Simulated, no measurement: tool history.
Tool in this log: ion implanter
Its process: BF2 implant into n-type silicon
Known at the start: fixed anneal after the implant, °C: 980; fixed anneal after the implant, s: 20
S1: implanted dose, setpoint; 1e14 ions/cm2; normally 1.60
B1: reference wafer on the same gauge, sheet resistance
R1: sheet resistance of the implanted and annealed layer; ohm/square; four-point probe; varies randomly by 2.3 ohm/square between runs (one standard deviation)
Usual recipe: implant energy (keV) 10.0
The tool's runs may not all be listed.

{"run": 1, "day": 0.0, "S1": 1.6, "implant energy (keV)": 10.0, "B1": 549.28, "R1": 616.12}
{"run": 2, "day": 0.55, "S1": 1.6, "implant energy (keV)": 10.0, "B1": 548.8, "R1": 612.48}
{"run": 3, "day": 1.95, "S1": 1.6, "implant energy (keV)": 10.0, "B1": 549.18, "R1": 616.64}
{"run": 4, "day": 2.933, "S1": 1.6, "implant energy (keV)": 10.0, "B1": 548.99, "R1": 614.7}
{"run": 5, "day": 3.542, "S1": 1.6, "implant energy (keV)": 10.0, "B1": 548.69, "R1": 618.12}
{"run": 6, "day": 4.771, "S1": 1.6, "implant energy (keV)": 10.0, "B1": 548.77, "R1": 618.94}
{"run": 7, "day": 6.017, "S1": 1.6, "implant energy (keV)": 10.0, "B1": 549.25, "R1": 616.42}
{"run": 8, "day": 7.054, "S1": 1.48, "implant energy (keV)": 10.0, "B1": 549.07, "R1": 656.24}
{"day": 7.621, "done": "Faraday cup replaced and dose calibrated"}
{"run": 9, "day": 9.408, "S1": 1.48, "implant energy (keV)": 10.0, "B1": 549.24, "R1": 685.13}
{"run": 10, "day": 10.271, "S1": 1.48, "implant energy (keV)": 10.0, "B1": 549.01, "R1": 682.27}
{"run": 11, "day": 10.846, "S1": 1.6, "implant energy (keV)": 10.0, "B1": 548.84, "R1": 641.31}
{"day": 11.404, "done": "gauge calibrated"}
{"run": 12, "day": 11.788, "S1": 1.6, "implant energy (keV)": 10.0, "B1": 549.07, "R1": 640.2}
{"run": 13, "day": 12.317, "S1": 1.6, "implant energy (keV)": 10.0, "B1": 548.73, "R1": 640.4}
{"run": 14, "day": 13.721, "S1": 1.6, "implant energy (keV)": 11.0, "B1": 548.69, "R1": 626.1}
{"day": 14.783, "done": "extraction supply calibrated"}
{"run": 15, "day": 14.9, "S1": 1.94, "implant energy (keV)": 11.5, "B1": 549.08, "R1": 535.94}
{"run": 16, "day": 15.542, "S1": 1.8, "implant energy (keV)": 9.0, "B1": 548.87, "R1": 591.98}
{"run": 17, "day": 16.754, "S1": 1.8, "implant energy (keV)": 12.5, "B1": 549.0, "R1": 555.69}
{"run": 18, "day": 17.933, "S1": 1.12, "implant energy (keV)": 8.0, "B1": 548.92, "R1": 864.06}
{"run": 19, "day": 19.329, "S1": 1.74, "implant energy (keV)": 9.0, "B1": 549.22, "R1": 605.14}
{"run": 20, "day": 20.092, "S1": 1.36, "implant energy (keV)": 12.0, "B1": 549.35, "R1": 700.85}
{"run": 21, "day": 22.783, "S1": 2.04, "implant energy (keV)": 8.0, "B1": 548.99, "R1": 555.69}
{"run": 22, "day": 23.408, "S1": 1.73, "implant energy (keV)": 12.5, "B1": 548.95, "R1": 568.85}
{"run": 23, "day": 24.642, "S1": 1.84, "implant energy (keV)": 11.0, "B1": 549.2, "R1": 552.01}

4 options for the next run, each taken on its own from the tool as it stands now. Forecast them:
{"run": "A", "day": 24.658, "S1": 1.6, "implant energy (keV)": 10.0, "B1": "?", "R1": "?"}
{"run": "B", "day": 24.658, "S1": 1.8, "implant energy (keV)": 13.0, "B1": "?", "R1": "?"}
{"run": "C", "day": 24.658, "S1": 1.92, "implant energy (keV)": 11.5, "B1": "?", "R1": "?"}
{"run": "D", "day": 24.658, "S1": 1.6, "implant energy (keV)": 7.5, "B1": "?", "R1": "?"}

run=A B1=548.80 R1=630.37
run=B B1=548.80 R1=548.67
run=C B1=548.80 R1=531.58
run=D B1=548.80 R1=667.15
Had the tool no hidden state, the same runs would have come out as:
run=A R1=645.42
run=B R1=562.62
run=C R1=544.36
run=D R1=681.10
